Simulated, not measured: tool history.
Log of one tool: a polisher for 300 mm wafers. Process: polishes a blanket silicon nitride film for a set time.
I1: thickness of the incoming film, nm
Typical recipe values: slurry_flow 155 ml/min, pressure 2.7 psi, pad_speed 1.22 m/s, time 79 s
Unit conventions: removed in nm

{"run": 1, "hour": 0.0, "slurry_flow": 155, "pressure": 2.7, "pad_speed": 1.22, "time": 79, "I1": 933.1, "removed": 98.8}
{"run": 2, "hour": 43.9, "slurry_flow": 155, "pressure": 2.7, "pad_speed": 1.22, "time": 79, "I1": 929, "removed": 97.8}
{"run": 3, "hour": 101.2, "slurry_flow": 155, "pressure": 2.7, "pad_speed": 1.22, "time": 79, "I1": 943.4, "removed": 94.5}
{"hour": 145.4, "done": "slurry nozzle cleaned"}
{"hour": 168.5, "done": "worn pad replaced by a new one"}
{"run": 4, "hour": 181.4, "slurry_flow": 155, "pressure": 2.7, "pad_speed": 1.22, "time": 70, "I1": 951, "removed": 86.6}
{"run": 5, "hour": 280.1, "slurry_flow": 155, "pressure": 2.7, "pad_speed": 1.22, "time": 70, "I1": 943.8, "removed": 89.7}
{"run": 6, "hour": 335.5, "slurry_flow": 155, "pressure": 2.7, "pad_speed": 1.22, "time": 79, "I1": 933.9, "removed": 99.6}
{"run": 7, "hour": 379.2, "slurry_flow": 155, "pressure": 2.7, "pad_speed": 1.22, "time": 79, "I1": 934.6, "removed": 94.6}
{"hour": 403.5, "done": "worn pad replaced by a new one"}
{"hour": 442.4, "done": "slurry nozzle cleaned"}
{"hour": 447.2, "done": "head pressure recalibrated"}
{"run": 8, "hour": 452.9, "slurry_flow": 180, "pressure": 1.8, "pad_speed": 1.22, "time": 69, "I1": 935.5, "removed": 63.1}
{"run": 9, "hour": 533.0, "slurry_flow": 175, "pressure": 3.5, "pad_speed": 1.22, "time": 56, "I1": 942.7, "removed": 91.3}
{"run": 10, "hour": 614.8, "slurry_flow": 155, "pressure": 2.7, "pad_speed": 1.22, "time": 79, "I1": 942.8, "removed": 100.9}
{"hour": 627.0, "done": "worn pad replaced by a new one"}
{"run": 11, "hour": 660.1, "slurry_flow": 155, "pressure": 2.7, "pad_speed": 1.22, "time": 79, "I1": 943, "removed": 98.7}
{"run": 12, "hour": 703.6, "slurry_flow": 155, "pressure": 2.7, "pad_speed": 1.22, "time": 79, "I1": 942.9, "removed": 94.3}
{"hour": 722.6, "done": "slurry nozzle cleaned"}
{"run": 13, "hour": 740.9, "slurry_flow": 185, "pressure": 3.2, "pad_speed": 1.48, "time": 79, "I1": 926.2, "removed": 139.1}
{"run": 14, "hour": 784.3, "slurry_flow": 105, "pressure": 2.7, "pad_speed": 0.96, "time": 79, "I1": 929.3, "removed": 77.8}
{"hour": 865.9, "done": "worn pad replaced by a new one"}
{"run": 15, "hour": 876.2, "slurry_flow": 155, "pressure": 3.2, "pad_speed": 1.22, "time": 79, "I1": 945.3, "removed": 116.3}

5 options for the next run, each taken on its own from the tool as it stands now. Forecast them:
{"run": "A", "hour": 876.6, "slurry_flow": 155, "pressure": 2.7, "pad_speed": 1.22, "time": 79, "I1": 921.3, "removed": "?"}
{"run": "B", "hour": 876.6, "slurry_flow": 155, "pressure": 2.2, "pad_speed": 1.22, "time": 79, "I1": 921.3, "removed": "?"}
{"run": "C", "hour": 876.6, "slurry_flow": 135, "pressure": 2.7, "pad_speed": 1.04, "time": 94, "I1": 921.3, "removed": "?"}
{"run": "D", "hour": 876.6, "slurry_flow": 155, "pressure": 2.7, "pad_speed": 1.22, "time": 91, "I1": 921.3, "removed": "?"}
{"run": "E", "hour": 876.6, "slurry_flow": 110, "pressure": 2.7, "pad_speed": 1.06, "time": 79, "I1": 921.3, "removed": "?"}

run=A removed=98.5
run=B removed=81.4
run=C removed=101.9
run=D removed=113.5
run=E removed=82.3
Without the tool's hidden state the same runs would have given:
run=A removed=100
run=B removed=82.6
run=C removed=103.7
run=D removed=115.2
run=E removed=84.1
